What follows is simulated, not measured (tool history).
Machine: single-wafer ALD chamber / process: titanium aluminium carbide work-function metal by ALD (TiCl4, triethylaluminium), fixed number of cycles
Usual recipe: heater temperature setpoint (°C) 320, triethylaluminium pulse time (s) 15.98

run	day	heater temperature setpoint (°C)	triethylaluminium pulse time (s)	read-back reference wafer on the same gauge, thickness_nm	mean film thickness on the monitor wafer (nm)
1	0	324	15.98	2.502	2.27
2	2.646	324	15.98	2.5	2.281
3	5.092	324	15.98	2.498	2.291
4	8.862	320	15.98	2.5	2.233
5	10.571	320	15.98	2.501	2.252
# day 13.754: showerhead replaced
6	14.446	320	15.98	2.505	2.23
# day 16.788: gauge calibrated
7	17.238	320	15.98	2.498	2.24
8	21.642	320	15.98	2.499	2.249
9	24.067	308	10.33	2.499	2.049
10	28.404	331	11.13	2.5	2.298

For run 11, what comes out?
11	32.254	327	11.74	?	?

{"run 11": {"read-back reference wafer on the same gauge, thickness_nm": 2.501, "mean film thickness on the monitor wafer (nm)": 2.271}}
With no hidden state in the tool, this same run would have given mean film thickness on the monitor wafer (nm) 2.207.

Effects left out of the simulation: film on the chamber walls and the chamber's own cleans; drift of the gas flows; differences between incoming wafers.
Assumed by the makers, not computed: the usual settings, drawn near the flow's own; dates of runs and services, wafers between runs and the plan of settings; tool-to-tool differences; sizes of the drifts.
